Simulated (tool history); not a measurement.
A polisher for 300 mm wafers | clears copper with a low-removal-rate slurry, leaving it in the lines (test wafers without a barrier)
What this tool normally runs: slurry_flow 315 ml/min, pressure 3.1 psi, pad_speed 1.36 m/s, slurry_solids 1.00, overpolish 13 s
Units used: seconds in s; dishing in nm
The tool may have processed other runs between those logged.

run	day	slurry_flow	pressure	pad_speed	slurry_solids	overpolish	wafers since the last listed run	wafers polished on this pad	hours since the slurry nozzle was cleaned	hours since the head pressure was calibrated	hours since the slurry blender was calibrated	incoming thickness of the incoming film, nm	seconds	dishing
1	0.000	315	3.1	1.36	1.00	13	0	601	630.4	1102.2	69.3	341.6	94.1	29.1
2	0.588	315	3.1	1.36	1.00	17	88	689	644.5	1116.3	83.4	348.0	94.4	35.1
3	0.871	315	3.1	1.58	1.00	13	42	732	651.3	1123.1	90.2	350.1	81.8	34.0
4	1.642	315	3.1	1.58	1.00	13	115	848	669.8	1141.6	108.7	340.2	81.7	33.0
# day 2.362: slurry blender recalibrated
5	2.383	315	3.1	1.58	1.00	13	98	946	687.6	1159.4	0.5	346.0	82.0	33.5
6	2.758	315	2.4	1.36	1.00	17	56	1003	696.6	1168.4	9.5	346.9	125.7	30.2
7	3.033	315	2.4	1.36	1.00	17	41	1044	703.2	1175.0	16.1	351.0	128.4	29.4
8	3.283	315	3.1	1.36	1.00	13	37	1082	709.2	1181.0	22.1	345.7	97.6	29.7
9	3.825	230	3.1	1.36	1.05	13	81	1163	722.2	1194.0	35.1	344.4	100.4	28.5
10	4.496	230	3.1	1.36	1.05	13	100	1263	738.3	1210.1	51.2	348.1	102.7	28.3
# day 5.058: worn pad replaced by a new one
11	5.096	315	3.1	1.36	1.00	13	65	5	752.7	1224.5	65.6	346.1	89.8	31.5
12	5.625	315	3.1	1.36	1.00	13	79	84	765.4	1237.2	78.3	352.1	93.0	30.2
13	6.933	315	3.1	1.36	1.00	13	196	281	796.8	1268.6	109.7	339.2	89.8	31.4
14	7.342	315	3.1	1.36	1.20	13	61	342	806.6	1278.4	119.5	343.0	87.5	31.4
# day 7.612: slurry blender recalibrated
15	7.829	315	3.1	1.36	1.00	13	60	403	818.3	1290.1	5.2	344.3	92.6	30.1
16	8.092	315	3.1	1.36	1.00	13	39	442	824.6	1296.4	11.5	347.5	91.9	29.7
17	8.783	345	2.1	1.36	0.75	13	103	546	841.2	1313.0	28.1	341.5	140.4	21.6
# day 9.225: head pressure recalibrated
18	9.246	315	3.1	1.36	1.00	13	56	603	852.3	0.5	39.2	343.1	92.5	31.4
19	9.558	315	3.6	1.36	1.00	8	46	650	859.8	8.0	46.7	349.8	82.0	24.8
20	10.000	315	3.1	1.36	1.00	13	66	716	870.4	18.6	57.3	347.1	92.8	31.4
# day 10.842: slurry nozzle cleaned
21	12.162	225	3.1	1.36	1.00	19	318	1034	31.7	70.5	109.2	343.2	99.9	36.5
22	12.683	315	3.8	0.94	1.15	18	78	1112	44.2	83.0	121.7	345.3	115.0	33.3
23	13.196	365	3.6	1.36	1.10	13	76	1189	56.5	95.3	134.0	346.1	83.9	32.5
# day 13.304: slurry blender recalibrated
# day 13.721: worn pad replaced by a new one
24	13.862	315	3.1	1.82	1.00	21	62	21	72.5	111.3	13.4	343.0	67.7	49.8
25	14.117	315	3.1	1.36	1.00	13	38	59	78.6	117.4	19.5	344.3	90.3	30.4
26	14.567	315	3.1	1.36	1.00	13	67	126	89.4	128.2	30.3	344.7	90.0	31.5
27	16.325	375	3.5	1.36	1.00	13	263	390	131.6	170.4	72.5	349.2	82.1	34.1
28	16.700	315	3.1	1.36	1.00	13	56	447	140.6	179.4	81.5	344.5	91.9	30.2
29	17.154	400	2.5	1.36	0.90	19	68	515	151.5	190.3	92.4	345.4	112.5	34.0

Forecast each of these 4 alternatives for the next run:
A	17.175	315	3.1	1.36	1.00	13	3	518	152.0	190.8	92.9	341.5	?	?
B	17.175	315	2.7	1.36	1.00	13	3	518	152.0	190.8	92.9	341.5	?	?
C	17.175	255	3.1	1.74	1.00	13	3	518	152.0	190.8	92.9	341.5	?	?
D	17.175	225	2.6	1.36	1.25	13	3	518	152.0	190.8	92.9	341.5	?	?

run	seconds	dishing
A	93.0	31.7
B	106.7	28.7
C	74.1	36.7
D	110.8	27.9
What these runs would have given with no unlogged condition in the tool:
run	seconds	dishing
A	90.8	32.2
B	104.2	29.2
C	72.3	37.3
D	108.2	28.4

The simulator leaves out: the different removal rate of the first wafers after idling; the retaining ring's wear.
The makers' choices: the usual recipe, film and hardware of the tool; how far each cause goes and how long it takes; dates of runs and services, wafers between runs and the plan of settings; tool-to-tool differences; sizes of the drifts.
